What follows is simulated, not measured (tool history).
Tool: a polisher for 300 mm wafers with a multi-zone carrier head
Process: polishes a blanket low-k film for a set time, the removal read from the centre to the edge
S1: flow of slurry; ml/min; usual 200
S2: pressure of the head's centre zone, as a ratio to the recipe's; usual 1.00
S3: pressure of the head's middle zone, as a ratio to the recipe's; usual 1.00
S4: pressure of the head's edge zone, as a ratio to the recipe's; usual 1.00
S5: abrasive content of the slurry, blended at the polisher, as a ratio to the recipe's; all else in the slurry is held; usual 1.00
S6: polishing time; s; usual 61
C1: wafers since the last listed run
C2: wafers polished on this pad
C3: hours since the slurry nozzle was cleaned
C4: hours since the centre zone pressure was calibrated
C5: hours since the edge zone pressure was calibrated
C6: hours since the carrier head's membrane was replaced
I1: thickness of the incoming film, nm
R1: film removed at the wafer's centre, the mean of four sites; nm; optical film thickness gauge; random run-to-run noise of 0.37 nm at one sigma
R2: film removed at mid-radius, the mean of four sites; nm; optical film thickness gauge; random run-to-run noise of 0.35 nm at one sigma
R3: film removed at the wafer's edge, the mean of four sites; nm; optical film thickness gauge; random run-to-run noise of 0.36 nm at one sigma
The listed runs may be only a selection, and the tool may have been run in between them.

run,hour,S1,S2,S3,S4,S5,S6,C1,C2,C3,C4,C5,C6,I1,R1,R2,R3
1,0.0,200,1.00,1.00,1.00,1.00,61,0,5417,299.6,727.8,146.8,518.0,375.6,27.3,26.0,26.1
# hour 4.2: centre zone pressure recalibrated
2,81.8,200,1.00,1.00,1.00,1.00,61,923,6340,381.4,77.6,228.6,599.8,372.3,26.6,26.3,25.7
3,155.4,200,1.00,1.00,1.00,1.00,61,852,7193,455.0,151.2,302.2,673.4,383.5,26.9,26.8,25.5
# hour 162.3: carrier head's membrane replaced by a new one
# hour 255.1: worn pad replaced by a new one
# hour 315.1: slurry nozzle cleaned
4,420.5,200,1.00,1.00,1.00,1.00,61,2953,1903,105.4,416.3,567.3,258.2,375.7,26.1,26.2,25.9
5,502.1,200,0.95,1.00,0.91,1.00,46,944,2847,187.0,497.9,648.9,339.8,383.7,19.9,19.8,19.1
# hour 550.1: edge zone pressure recalibrated
6,550.6,200,1.07,0.97,1.07,0.90,61,538,3386,235.5,546.4,0.5,388.3,379.6,27.7,24.9,24.9
7,630.8,200,1.00,1.00,1.00,0.85,61,928,4314,315.7,626.6,80.7,468.5,382.5,24.6,25.3,24.4
# hour 656.6: centre zone pressure recalibrated
8,710.8,200,0.95,1.00,0.91,1.00,46,903,5217,395.7,54.2,160.7,548.5,376.7,19.6,19.8,19.0
9,805.9,200,1.00,0.93,1.00,1.00,45,1100,6318,490.8,149.3,255.8,643.6,384.0,19.6,18.4,19.5
# hour 833.1: worn pad replaced by a new one
# hour 982.9: carrier head's membrane replaced by a new one
# hour 996.0: slurry nozzle cleaned
10,1048.5,220,1.00,1.00,1.00,1.00,61,2692,2424,52.5,391.9,498.4,65.6,379.3,27.2,26.7,25.6
11,1104.6,200,1.00,1.00,1.00,1.00,61,649,3073,108.6,448.0,554.5,121.7,382.1,26.6,26.7,26.3
# hour 1134.3: edge zone pressure recalibrated
12,1143.8,200,1.00,1.00,0.95,1.00,61,430,3504,147.8,487.2,9.5,160.9,375.6,26.6,26.1,25.2
13,1291.1,260,1.00,1.00,0.89,1.10,61,1705,5209,295.1,634.5,156.8,308.2,377.3,28.3,27.9,26.4
14,1339.6,200,1.00,1.00,1.00,0.90,61,561,5771,343.6,683.0,205.3,356.7,382.9,26.3,25.1,24.9
# hour 1389.2: centre zone pressure recalibrated
# hour 1392.1: worn pad replaced by a new one
15,1434.3,200,1.00,1.00,1.00,1.15,61,1039,488,438.3,45.1,300.0,451.4,382.0,27.8,27.7,26.3
16,1537.0,200,1.00,1.00,1.00,1.00,61,1188,1677,541.0,147.8,402.7,554.1,377.9,27.2,27.0,26.1
17,1634.4,135,1.00,1.00,1.00,0.80,61,1127,2804,638.4,245.2,500.1,651.5,384.0,22.9,23.2,23.0
18,1702.8,200,1.00,1.10,1.00,1.00,61,791,3596,706.8,313.6,568.5,719.9,384.3,26.9,28.8,25.6
# hour 1711.0: slurry nozzle cleaned
# hour 1760.5: carrier head's membrane replaced by a new one
# hour 1770.2: edge zone pressure recalibrated
19,1935.8,200,1.00,0.92,1.00,0.90,61,2604,6201,224.8,546.6,165.6,175.3,378.8,25.9,23.2,24.9
20,2031.8,200,1.00,1.00,0.90,1.25,61,1111,7313,320.8,642.6,261.6,271.3,379.5,29.7,28.9,26.2
# hour 2072.3: worn pad replaced by a new one
21,2074.5,200,1.00,1.00,1.00,1.00,61,448,25,363.5,685.3,304.3,314.0,379.4,26.9,26.5,25.7

Predict each of these 4 candidate next runs independently; none follows another, all start after run 21:
A,2074.9,200,1.00,1.00,1.00,1.00,49,4,30,363.9,685.7,304.7,314.4,379.2,?,?,?
B,2074.9,180,0.91,0.88,1.00,1.00,61,4,30,363.9,685.7,304.7,314.4,379.2,?,?,?
C,2074.9,200,1.00,1.00,1.08,1.00,61,4,30,363.9,685.7,304.7,314.4,379.2,?,?,?
D,2074.9,235,1.00,0.89,1.00,1.00,61,4,30,363.9,685.7,304.7,314.4,379.2,?,?,?

run,R1,R2,R3
A,21.6,21.1,21.0
B,24.9,23.3,25.9
C,26.9,26.2,27.1
D,27.5,24.2,26.5
Had the tool no hidden state, the same runs would have come out as:
run,R1,R2,R3
A,21.6,21.1,21.0
B,24.9,23.3,25.9
C,26.9,26.2,27.1
D,27.5,24.2,26.5

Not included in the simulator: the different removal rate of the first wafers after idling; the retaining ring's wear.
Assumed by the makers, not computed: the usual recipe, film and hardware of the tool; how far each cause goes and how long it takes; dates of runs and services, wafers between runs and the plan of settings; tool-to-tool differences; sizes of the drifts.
